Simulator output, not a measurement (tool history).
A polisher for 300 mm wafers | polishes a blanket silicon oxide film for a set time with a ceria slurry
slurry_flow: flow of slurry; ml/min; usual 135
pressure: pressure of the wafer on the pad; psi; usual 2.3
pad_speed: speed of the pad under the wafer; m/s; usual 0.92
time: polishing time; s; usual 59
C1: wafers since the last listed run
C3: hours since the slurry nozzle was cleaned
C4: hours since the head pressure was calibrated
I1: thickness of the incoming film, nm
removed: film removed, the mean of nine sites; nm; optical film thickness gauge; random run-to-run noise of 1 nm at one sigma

Run 1, day 0: usual settings; C1 0; wafers polished on this pad 1307; C3 295.3; C4 16.2; I1 1222.5. Result: removed 148.9 nm.
Run 2, day 0.367: usual settings but pad_speed 0.86 m/s; C1 60; wafers polished on this pad 1368; C3 304.1; C4 25; I1 1205.6. Result: removed 137 nm.
Run 3, day 0.829: usual settings but pad_speed 0.86 m/s; C1 76; wafers polished on this pad 1445; C3 315.2; C4 36.1; I1 1199.7. Result: removed 138.7 nm.
Run 4, day 1.346: usual settings but pad_speed 0.86 m/s; C1 85; wafers polished on this pad 1530; C3 327.6; C4 48.5; I1 1218.4. Result: removed 135.4 nm.
At day 1.65: worn pad replaced by a new one.
Run 5, day 2.879: usual settings; C1 227; wafers polished on this pad 203; C3 364.4; C4 85.3; I1 1210.8. Result: removed 146.6 nm.
Run 6, day 3.467: usual settings; C1 97; wafers polished on this pad 301; C3 378.5; C4 99.4; I1 1210.3. Result: removed 146.3 nm.
Run 7, day 3.975: usual settings; C1 84; wafers polished on this pad 385; C3 390.7; C4 111.6; I1 1224. Result: removed 144.9 nm.
Run 8, day 4.425: usual settings; C1 74; wafers polished on this pad 460; C3 401.5; C4 122.4; I1 1202.5. Result: removed 145.9 nm.
Run 9, day 5.171: usual settings but pad_speed 1.12 m/s; C1 123; wafers polished on this pad 584; C3 419.4; C4 140.3; I1 1219. Result: removed 177.5 nm.
Run 10, day 5.738: usual settings but pad_speed 1.12 m/s; C1 94; wafers polished on this pad 678; C3 433; C4 153.9; I1 1234. Result: removed 176.3 nm.
Run 11, day 6.225: usual settings but pad_speed 1.12 m/s; C1 80; wafers polished on this pad 759; C3 444.7; C4 165.6; I1 1223.2. Result: removed 175.4 nm.
Run 12, day 6.767: usual settings but slurry_flow 100 ml/min, time 45 s; C1 89; wafers polished on this pad 849; C3 457.7; C4 178.6; I1 1207. Result: removed 100.5 nm.
Run 13, day 7.358: usual settings; C1 98; wafers polished on this pad 947; C3 471.9; C4 192.8; I1 1200.9. Result: removed 144 nm.
Run 14, day 8.054: usual settings; C1 115; wafers polished on this pad 1063; C3 488.6; C4 209.5; I1 1190.9. Result: removed 142.4 nm.
Run 15, day 8.312: usual settings; C1 42; wafers polished on this pad 1106; C3 494.8; C4 215.7; I1 1223.5. Result: removed 143.5 nm.
Run 16, day 8.75: usual settings; C1 72; wafers polished on this pad 1178; C3 505.3; C4 226.2; I1 1192.9. Result: removed 143 nm.
Run 17, day 9.433: usual settings; C1 113; wafers polished on this pad 1292; C3 521.7; C4 242.6; I1 1202.6. Result: removed 141.1 nm.
Run 18, day 10.929: usual settings but slurry_flow 155 ml/min; C1 248; wafers polished on this pad 1540; C3 557.6; C4 278.5; I1 1224.2. Result: removed 145.7 nm.
At day 11.212: worn pad replaced by a new one.
At day 11.362: head pressure recalibrated.
Run 19, day 11.45: usual settings; C1 44; wafers polished on this pad 25; C3 570.1; C4 2.1; I1 1199.5. Result: removed 140.1 nm.
At day 12.117: slurry nozzle cleaned.
Run 20, day 12.6: usual settings; C1 184; wafers polished on this pad 209; C3 11.6; C4 29.7; I1 1226.7. Result: removed 149.8 nm.
Run 21, day 13.112: usual settings but pressure 2 psi; C1 85; wafers polished on this pad 294; C3 23.9; C4 42; I1 1213.1. Result: removed 132.9 nm.
Run 22, day 13.717: usual settings but slurry_flow 170 ml/min; C1 100; wafers polished on this pad 395; C3 38.4; C4 56.5; I1 1217.7. Result: removed 157.6 nm.
Run 23, day 14.167: usual settings; C1 74; wafers polished on this pad 469; C3 49.2; C4 67.3; I1 1233.2. Result: removed 151 nm.
Run 24, day 14.646: usual settings but slurry_flow 165 ml/min, pad_speed 0.64 m/s, time 48 s; C1 79; wafers polished on this pad 549; C3 60.7; C4 78.8; I1 1198.3. Result: removed 89.9 nm.
Run 25, day 15.392: usual settings but slurry_flow 105 ml/min, time 46 s; C1 123; wafers polished on this pad 673; C3 78.6; C4 96.7; I1 1221.4. Result: removed 109.5 nm.
Run 26, day 17.092: usual settings; C1 282; wafers polished on this pad 955; C3 119.4; C4 137.5; I1 1210.9. Result: removed 150.6 nm.
Run 27, day 17.867: usual settings but pad_speed 0.62 m/s, time 70 s; C1 128; wafers polished on this pad 1084; C3 138; C4 156.1; I1 1197.1. Result: removed 121.1 nm.
Run 28, day 18.354: usual settings but slurry_flow 105 ml/min, pressure 2.1 psi, pad_speed 0.72 m/s, time 40 s; C1 80; wafers polished on this pad 1165; C3 149.7; C4 167.8; I1 1217.8. Result: removed 68.9 nm.
Run 29, day 18.921: usual settings but slurry_flow 155 ml/min, pressure 1.8 psi, pad_speed 1 m/s, time 79 s; C1 94; wafers polished on this pad 1259; C3 163.3; C4 181.4; I1 1208.2. Result: removed 178.7 nm.
At day 19.221: worn pad replaced by a new one.
Run 30, day 21.125: usual settings; C1 338; wafers polished on this pad 316; C3 216.2; C4 234.3; I1 1205.7. Result: removed 147.6 nm.
Run 31, day 21.438: usual settings but slurry_flow 150 ml/min, pad_speed 1.12 m/s, time 53 s; C1 51; wafers polished on this pad 368; C3 223.7; C4 241.8; I1 1226.8. Result: removed 165.9 nm.
Run 32, day 21.933: usual settings but slurry_flow 180 ml/min, pressure 1.6 psi, pad_speed 0.68 m/s; C1 82; wafers polished on this pad 450; C3 235.6; C4 253.7; I1 1227.6. Result: removed 83.5 nm.
Run 33, day 22.433: usual settings; C1 83; wafers polished on this pad 533; C3 247.6; C4 265.7; I1 1218.2. Result: removed 148 nm.
Run 34, day 23.021: usual settings but slurry_flow 125 ml/min, time 67 s; C1 97; wafers polished on this pad 631; C3 261.7; C4 279.8; I1 1213.7. Result: removed 166.8 nm.
At day 23.338: head pressure recalibrated.
Run 35, day 23.442: usual settings but time 41 s; C1 56; wafers polished on this pad 687; C3 271.8; C4 2.5; I1 1211.7. Result: removed 103.2 nm.
Run 36, day 23.704: usual settings but slurry_flow 115 ml/min, pad_speed 0.78 m/s, time 46 s; C1 43; wafers polished on this pad 730; C3 278.1; C4 8.8; I1 1220.5. Result: removed 94.2 nm.

Below, each run's measurement less what the same run would have read without the hidden state. Both values contain the same run-to-run variation, but the gauge's scatter may not be the same in both:
The hidden state here: removal rate lost through wear of the pad, %; slurry flow missing at the pad, %; deviation of the head's pressure from its setpoint, %.
run  removed
  1     -3.9
  2     -3.8
  3       -4
  4     -4.1
  5     -5.3
  6     -5.5
  7     -5.8
  8     -6.1
  9       -8
 10     -8.4
 11     -8.7
 12     -7.2
 13     -8.1
 14     -8.6
 15     -8.8
 16     -9.3
 17     -9.7
 18    -10.2
 19    -11.9
 20     -0.9
 21     -0.8
 22     -0.7
 23     -0.9
 24     -0.4
 25     -0.9
 26     -1.1
 27       -1
 28     -0.8
 29     -1.5
 30     -1.9
 31       -2
 32     -0.9
 33     -2.3
 34     -3.1
 35     -1.9
 36     -2.1

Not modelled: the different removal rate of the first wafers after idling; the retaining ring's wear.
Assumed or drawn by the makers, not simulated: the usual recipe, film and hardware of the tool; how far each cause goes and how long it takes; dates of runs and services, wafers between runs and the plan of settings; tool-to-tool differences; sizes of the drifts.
